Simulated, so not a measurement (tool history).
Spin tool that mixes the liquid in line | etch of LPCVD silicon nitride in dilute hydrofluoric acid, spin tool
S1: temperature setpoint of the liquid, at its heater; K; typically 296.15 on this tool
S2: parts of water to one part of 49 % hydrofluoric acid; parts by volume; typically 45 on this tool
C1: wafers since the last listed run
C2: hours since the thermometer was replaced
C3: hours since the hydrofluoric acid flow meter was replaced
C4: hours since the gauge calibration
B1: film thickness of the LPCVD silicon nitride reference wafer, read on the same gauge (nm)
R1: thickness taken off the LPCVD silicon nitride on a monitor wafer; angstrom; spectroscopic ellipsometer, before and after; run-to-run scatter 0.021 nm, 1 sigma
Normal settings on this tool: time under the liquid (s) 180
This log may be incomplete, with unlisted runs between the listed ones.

{"run": 1, "hour": 0.0, "S1": 293.15, "S2": 45, "time under the liquid (s)": 180, "C1": 0, "C2": 1695.6, "C3": 885.5, "C4": 805.3, "B1": 130.014, "R1": 14.2}
{"run": 2, "hour": 37.8, "S1": 293.15, "S2": 45, "time under the liquid (s)": 180, "C1": 285, "C2": 1733.4, "C3": 923.3, "C4": 843.1, "B1": 129.998, "R1": 14.23}
{"run": 3, "hour": 76.4, "S1": 293.15, "S2": 45, "time under the liquid (s)": 180, "C1": 291, "C2": 1772, "C3": 961.9, "C4": 881.7, "B1": 129.985, "R1": 14}
{"run": 4, "hour": 173.5, "S1": 296.15, "S2": 45, "time under the liquid (s)": 180, "C1": 734, "C2": 1869.1, "C3": 1059, "C4": 978.8, "B1": 129.999, "R1": 17.85}
{"run": 5, "hour": 267.9, "S1": 294.65, "S2": 45, "time under the liquid (s)": 180, "C1": 713, "C2": 1963.5, "C3": 1153.4, "C4": 1073.2, "B1": 130.011, "R1": 16.02}
{"run": 6, "hour": 325.7, "S1": 294.65, "S2": 45, "time under the liquid (s)": 180, "C1": 437, "C2": 2021.3, "C3": 1211.2, "C4": 1131, "B1": 129.949, "R1": 15.88}
{"run": 7, "hour": 418.5, "S1": 296.15, "S2": 35, "time under the liquid (s)": 130, "C1": 701, "C2": 2114.1, "C3": 1304, "C4": 1223.8, "B1": 130.02, "R1": 16.35}
{"run": 8, "hour": 510.1, "S1": 296.15, "S2": 35, "time under the liquid (s)": 130, "C1": 692, "C2": 2205.7, "C3": 1395.6, "C4": 1315.4, "B1": 129.989, "R1": 16.64}
{"run": 9, "hour": 593.0, "S1": 296.15, "S2": 35, "time under the liquid (s)": 130, "C1": 626, "C2": 2288.6, "C3": 1478.5, "C4": 1398.3, "B1": 130.007, "R1": 16.56}
{"run": 10, "hour": 659.3, "S1": 296.15, "S2": 45, "time under the liquid (s)": 180, "C1": 501, "C2": 2354.9, "C3": 1544.8, "C4": 1464.6, "B1": 129.995, "R1": 17.87}
{"hour": 659.8, "done": "gauge calibrated"}
{"run": 11, "hour": 730.3, "S1": 296.15, "S2": 45, "time under the liquid (s)": 180, "C1": 536, "C2": 2425.9, "C3": 1615.8, "C4": 70.5, "B1": 130.017, "R1": 17.81}
{"run": 12, "hour": 768.0, "S1": 296.15, "S2": 45, "time under the liquid (s)": 180, "C1": 285, "C2": 2463.6, "C3": 1653.5, "C4": 108.2, "B1": 130.052, "R1": 17.96}
{"run": 13, "hour": 855.4, "S1": 291.65, "S2": 60, "time under the liquid (s)": 290, "C1": 660, "C2": 2551, "C3": 1740.9, "C4": 195.6, "B1": 129.982, "R1": 16.34}
{"run": 14, "hour": 903.2, "S1": 296.15, "S2": 45, "time under the liquid (s)": 180, "C1": 361, "C2": 2598.8, "C3": 1788.7, "C4": 243.4, "B1": 129.967, "R1": 18.57}
{"run": 15, "hour": 990.9, "S1": 294.15, "S2": 40, "time under the liquid (s)": 95, "C1": 663, "C2": 2686.5, "C3": 1876.4, "C4": 331.1, "B1": 129.983, "R1": 9.48}
{"run": 16, "hour": 1080.4, "S1": 296.15, "S2": 45, "time under the liquid (s)": 80, "C1": 676, "C2": 2776, "C3": 1965.9, "C4": 420.6, "B1": 129.986, "R1": 8.32}
{"run": 17, "hour": 1145.0, "S1": 296.15, "S2": 45, "time under the liquid (s)": 180, "C1": 488, "C2": 2840.6, "C3": 2030.5, "C4": 485.2, "B1": 130.045, "R1": 19.02}
{"hour": 1150.8, "done": "hydrofluoric acid flow meter replaced"}
{"hour": 1272.2, "done": "thermometer replaced"}
{"run": 18, "hour": 1376.1, "S1": 299.15, "S2": 45, "time under the liquid (s)": 180, "C1": 1732, "C2": 103.9, "C3": 225.3, "C4": 716.3, "B1": 130.008, "R1": 20.55}
{"run": 19, "hour": 1479.4, "S1": 296.15, "S2": 45, "time under the liquid (s)": 250, "C1": 781, "C2": 207.2, "C3": 328.6, "C4": 819.6, "B1": 129.969, "R1": 23.51}
{"run": 20, "hour": 1549.1, "S1": 296.15, "S2": 45, "time under the liquid (s)": 180, "C1": 527, "C2": 276.9, "C3": 398.3, "C4": 889.3, "B1": 130.005, "R1": 17}
{"run": 21, "hour": 1590.7, "S1": 296.15, "S2": 45, "time under the liquid (s)": 140, "C1": 314, "C2": 318.5, "C3": 439.9, "C4": 930.9, "B1": 129.977, "R1": 13.22}
{"run": 22, "hour": 1634.8, "S1": 291.65, "S2": 45, "time under the liquid (s)": 180, "C1": 333, "C2": 362.6, "C3": 484, "C4": 975, "B1": 130.014, "R1": 12.64}

Pick out some run-to-run changes in R1. Of each, how much would a tool without hidden state show as well, from the settings, what came in and chance, and how much is left for the hidden state and any gauge scatter not in both results compared?
Hidden state present: liquid hotter than its thermometer reads (K); hydrofluoric acid flow above the setpoint (%); gauge reads high (%).
Run 14 -> 15: S1 296.15 -> 294.15, S2 45 -> 40, time under the liquid (s) 180 -> 95. R1 -9.09 angstrom: hidden state -0.8, all else -8.29.
Run 16 -> 17: time under the liquid (s) 80 -> 180. R1 +10.7 angstrom: hidden state +1.1, all else +9.6.
Run 17 -> 18: S1 296.15 -> 299.15, hydrofluoric acid flow meter replaced, thermometer replaced. R1 +1.53 angstrom: hidden state -1.54, all else +3.07.

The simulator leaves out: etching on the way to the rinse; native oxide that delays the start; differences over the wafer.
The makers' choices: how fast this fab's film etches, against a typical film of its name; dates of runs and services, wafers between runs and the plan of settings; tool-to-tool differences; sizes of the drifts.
